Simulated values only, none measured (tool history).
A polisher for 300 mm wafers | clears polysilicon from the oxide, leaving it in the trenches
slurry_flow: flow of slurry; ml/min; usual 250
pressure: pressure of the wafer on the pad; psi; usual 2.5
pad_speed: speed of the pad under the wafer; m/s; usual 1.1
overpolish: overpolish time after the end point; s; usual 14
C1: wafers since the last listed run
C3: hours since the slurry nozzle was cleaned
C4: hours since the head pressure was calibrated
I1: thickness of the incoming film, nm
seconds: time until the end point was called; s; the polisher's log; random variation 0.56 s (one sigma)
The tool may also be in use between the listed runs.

Run 1, day 0: usual settings; C1 0; wafers polished on this pad 4364; C3 85.7; C4 617.1; I1 466.4. Result: seconds 37.7 s.
Run 2, day 1.908: usual settings; C1 561; wafers polished on this pad 4925; C3 131.5; C4 662.9; I1 472.8. Result: seconds 38.2 s.
Run 3, day 3.667: usual settings; C1 517; wafers polished on this pad 5442; C3 173.7; C4 705.1; I1 466.1. Result: seconds 37.2 s.
Run 4, day 6.842: usual settings; C1 933; wafers polished on this pad 6375; C3 249.9; C4 781.3; I1 471.2. Result: seconds 37.2 s.
At day 7.233: head pressure recalibrated.
At day 9.288: worn pad replaced by a new one.
Run 5, day 10.283: usual settings; C1 938; wafers polished on this pad 293; C3 332.5; C4 73.2; I1 464.3. Result: seconds 38.2 s.
Run 6, day 23.404: usual settings; C1 3858; wafers polished on this pad 4151; C3 647.4; C4 388.1; I1 467.2. Result: seconds 38.3 s.
At day 31.071: slurry nozzle cleaned.
At day 34.442: worn pad replaced by a new one.
Run 7, day 35.142: usual settings; C1 3390; wafers polished on this pad 206; C3 97.7; C4 669.8; I1 466.7. Result: seconds 36.3 s.
At day 43.983: head pressure recalibrated.
Run 8, day 45.354: usual settings; C1 2978; wafers polished on this pad 3184; C3 342.8; C4 32.9; I1 469.5. Result: seconds 37.8 s.
Run 9, day 48.15: usual settings; C1 822; wafers polished on this pad 4006; C3 409.9; C4 100; I1 470.9. Result: seconds 37.6 s.
Run 10, day 52.521: usual settings; C1 1285; wafers polished on this pad 5291; C3 514.8; C4 204.9; I1 473.5. Result: seconds 38.1 s.
Run 11, day 56.188: usual settings; C1 1078; wafers polished on this pad 6370; C3 602.8; C4 292.9; I1 464.4. Result: seconds 37.3 s.
At day 57.629: slurry nozzle cleaned.
Run 12, day 57.742: usual settings; C1 444; wafers polished on this pad 6814; C3 2.7; C4 330.2; I1 471.7. Result: seconds 38 s.
At day 58.546: worn pad replaced by a new one.
Run 13, day 60.733: usual settings; C1 830; wafers polished on this pad 643; C3 74.5; C4 402; I1 470.1. Result: seconds 36.9 s.
Run 14, day 64.821: usual settings; C1 1201; wafers polished on this pad 1845; C3 172.6; C4 500.1; I1 471.2. Result: seconds 37.6 s.
Run 15, day 69.171: usual settings but slurry_flow 205 ml/min, pressure 1.9 psi, pad_speed 1.3 m/s; C1 1279; wafers polished on this pad 3124; C3 277; C4 604.5; I1 475.4. Result: seconds 37.9 s.
Run 16, day 72.654: usual settings; C1 1024; wafers polished on this pad 4148; C3 360.6; C4 688.1; I1 464.3. Result: seconds 36.7 s.
Run 17, day 74.679: usual settings; C1 595; wafers polished on this pad 4744; C3 409.2; C4 736.7; I1 472.5. Result: seconds 36.8 s.
Run 18, day 78.858: usual settings but slurry_flow 205 ml/min, pressure 3.3 psi, overpolish 19 s; C1 1228; wafers polished on this pad 5973; C3 509.5; C4 837; I1 465.4. Result: seconds 30.8 s.
At day 80.15: head pressure recalibrated.
At day 82.796: worn pad replaced by a new one.
Run 19, day 84.083: usual settings but slurry_flow 220 ml/min; C1 1462; wafers polished on this pad 379; C3 634.9; C4 94.4; I1 465.7. Result: seconds 39.2 s.
Run 20, day 86.083: usual settings; C1 588; wafers polished on this pad 967; C3 682.9; C4 142.4; I1 465.3. Result: seconds 37.8 s.
At day 91.488: slurry nozzle cleaned.
Run 21, day 93.529: usual settings but slurry_flow 285 ml/min, pressure 2 psi, pad_speed 1.44 m/s, overpolish 21 s; C1 2177; wafers polished on this pad 3144; C3 49; C4 321.1; I1 473. Result: seconds 32.7 s.
Run 22, day 97.288: usual settings but slurry_flow 180 ml/min, pressure 2.8 psi, pad_speed 1.42 m/s; C1 1105; wafers polished on this pad 4249; C3 139.2; C4 411.3; I1 470.2. Result: seconds 28 s.
Run 23, day 101.412: usual settings but slurry_flow 180 ml/min, pad_speed 1.46 m/s, overpolish 8 s; C1 1212; wafers polished on this pad 5462; C3 238.2; C4 510.3; I1 465.3. Result: seconds 29.3 s.
Run 24, day 103.571: usual settings but pressure 2.8 psi, pad_speed 0.92 m/s; C1 634; wafers polished on this pad 6097; C3 290; C4 562.1; I1 468.3. Result: seconds 40.8 s.
At day 105.938: worn pad replaced by a new one.
Run 25, day 106.042: usual settings but slurry_flow 315 ml/min, pressure 2.9 psi, pad_speed 0.94 m/s, overpolish 11 s; C1 677; wafers polished on this pad 30; C3 349.3; C4 621.4; I1 470.6. Result: seconds 38 s.
Run 26, day 107.6: usual settings but pressure 1.6 psi; C1 458; wafers polished on this pad 488; C3 386.7; C4 658.8; I1 472.3. Result: seconds 47.1 s.
Run 27, day 109.612: usual settings but pressure 1.8 psi; C1 591; wafers polished on this pad 1080; C3 435; C4 707.1; I1 467.3. Result: seconds 44.1 s.
At day 114.746: head pressure recalibrated.
At day 117.758: slurry nozzle cleaned.
Run 28, day 118.65: usual settings; C1 2620; wafers polished on this pad 3701; C3 21.4; C4 93.7; I1 469. Result: seconds 38 s.

5 ways to go on from here, each from the tool as it stands after run 28. What would each give?
Run A, day 118.667: usual settings; C1 4; wafers polished on this pad 3706; C3 21.8; C4 94.1; I1 466.3. Result: seconds ?.
Run B, day 118.667: usual settings but slurry_flow 190 ml/min, pressure 3 psi, pad_speed 1.24 m/s, overpolish 16 s; C1 4; wafers polished on this pad 3706; C3 21.8; C4 94.1; I1 466.3. Result: seconds ?.
Run C, day 118.667: usual settings but pressure 2.2 psi, overpolish 20 s; C1 4; wafers polished on this pad 3706; C3 21.8; C4 94.1; I1 466.3. Result: seconds ?.
Run D, day 118.667: usual settings but slurry_flow 305 ml/min; C1 4; wafers polished on this pad 3706; C3 21.8; C4 94.1; I1 466.3. Result: seconds ?.
Run E, day 118.667: usual settings but slurry_flow 295 ml/min, pad_speed 1.32 m/s; C1 4; wafers polished on this pad 3706; C3 21.8; C4 94.1; I1 466.3. Result: seconds ?.

run  seconds
  A     38.1
  B     31.3
  C       41
  D     37.3
  E     31.2
Without the tool's hidden state the same runs would have given:
run  seconds
  A     37.8
  B     31.1
  C     40.7
  D       37
  E     30.9

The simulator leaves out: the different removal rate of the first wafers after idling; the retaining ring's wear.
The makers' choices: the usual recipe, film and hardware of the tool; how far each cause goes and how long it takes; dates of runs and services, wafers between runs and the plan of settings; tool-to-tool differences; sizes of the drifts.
